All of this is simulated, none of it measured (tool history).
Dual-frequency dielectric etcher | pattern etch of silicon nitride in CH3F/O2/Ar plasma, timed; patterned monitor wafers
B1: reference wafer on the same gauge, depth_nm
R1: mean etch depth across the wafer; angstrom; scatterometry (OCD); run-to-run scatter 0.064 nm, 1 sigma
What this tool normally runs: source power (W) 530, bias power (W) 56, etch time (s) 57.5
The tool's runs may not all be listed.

run 1 day=0 | source_power_(W)=590 bias_power_(W)=61 etch_time_(s)=57.5 | B1=46.02 | R1=461.5
run 2 day=2.438 | source_power_(W)=590 bias_power_(W)=61 etch_time_(s)=57.5 | B1=46.01 | R1=459.8
run 3 day=5.146 | source_power_(W)=590 bias_power_(W)=61 etch_time_(s)=57.5 | B1=46 | R1=459.6
run 4 day=6.967 | source_power_(W)=530 bias_power_(W)=56 etch_time_(s)=57.5 | B1=45.99 | R1=429.8
run 5 day=8.625 | source_power_(W)=530 bias_power_(W)=56 etch_time_(s)=57.5 | B1=46 | R1=428.6
run 6 day=10.933 | source_power_(W)=530 bias_power_(W)=56 etch_time_(s)=57.5 | B1=45.99 | R1=428.3
-- day=12.133 bias power generator calibrated
run 7 day=13.296 | source_power_(W)=530 bias_power_(W)=67 etch_time_(s)=52 | B1=46.01 | R1=401.7
-- day=14.371 wet clean of the chamber
-- day=15.117 source power generator calibrated
run 8 day=15.888 | source_power_(W)=530 bias_power_(W)=56 etch_time_(s)=57.5 | B1=46.01 | R1=423.1
-- day=16.55 gauge calibrated
-- day=19.504 upper electrode replaced
run 9 day=19.525 | source_power_(W)=410 bias_power_(W)=52 etch_time_(s)=44.5 | B1=45.99 | R1=286.2
run 10 day=21.075 | source_power_(W)=530 bias_power_(W)=69 etch_time_(s)=70 | B1=45.99 | R1=539.2
run 11 day=24.854 | source_power_(W)=640 bias_power_(W)=56 etch_time_(s)=69 | B1=46.03 | R1=548.6

Run 12 is up next; what results do you expect?
run 12 day=27.842 | source_power_(W)=590 bias_power_(W)=60 etch_time_(s)=69.5 | B1=? | R1=?

{"run 12": {"B1": 46, "R1": 539.2}}
Minus the tool's unlogged condition, the same run would have read R1 546.7 angstrom.
